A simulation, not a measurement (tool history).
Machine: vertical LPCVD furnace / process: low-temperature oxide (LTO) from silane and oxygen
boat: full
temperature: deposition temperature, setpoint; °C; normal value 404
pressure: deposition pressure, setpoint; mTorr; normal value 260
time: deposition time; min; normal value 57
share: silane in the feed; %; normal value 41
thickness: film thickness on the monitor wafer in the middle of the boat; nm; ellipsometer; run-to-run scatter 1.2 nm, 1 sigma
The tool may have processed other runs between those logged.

run     day  temperature  pressure  time  share  read-back reference wafer on the same gauge, thickness  thickness
  1       0          404       260    57     41                                                  597.87     622.71
  2   0.808          404       260    57     41                                                  597.85     624.39
  3   1.454          407       260    57     45                                                  598.07     710.08
  4     2.8          407       260    57     45                                                  597.74     711.76
  5   3.675          407       260    57     45                                                  597.74     709.08
  6    4.35          404       260    57     41                                                  598.22     621.09
  7   5.812          404       260    57     41                                                  597.96     621.22
  8   6.771          404       260    57     41                                                  597.92     623.07
  9   7.412          393       260  49.5     34                                                  598.07     376.08
      8.725  -- silane flow controller replaced
      8.908  -- thermocouples replaced and temperature profile calibrated
     10.571  -- pressure gauge zeroed
 10  10.829          414       305    39     44                                                  597.99     623.58
 11  11.467          401       260  43.5     41                                                  597.97     479.12
     12.896  -- gauge calibrated
 12  12.904          404       260    57     41                                                  597.97     648.21
 13  13.883          404       260    57     48                                                  598.02     757.85
 14  15.267          400       215    73     36                                                     598     558.21

Run 15 is up next; what results do you expect?
 15  15.996          400       295    57     38                                                       ?          ?

read-back reference wafer on the same gauge, thickness: 597.87
thickness: 641.06 nm
Without the tool's hidden state the same run would have given thickness 644.5 nm.
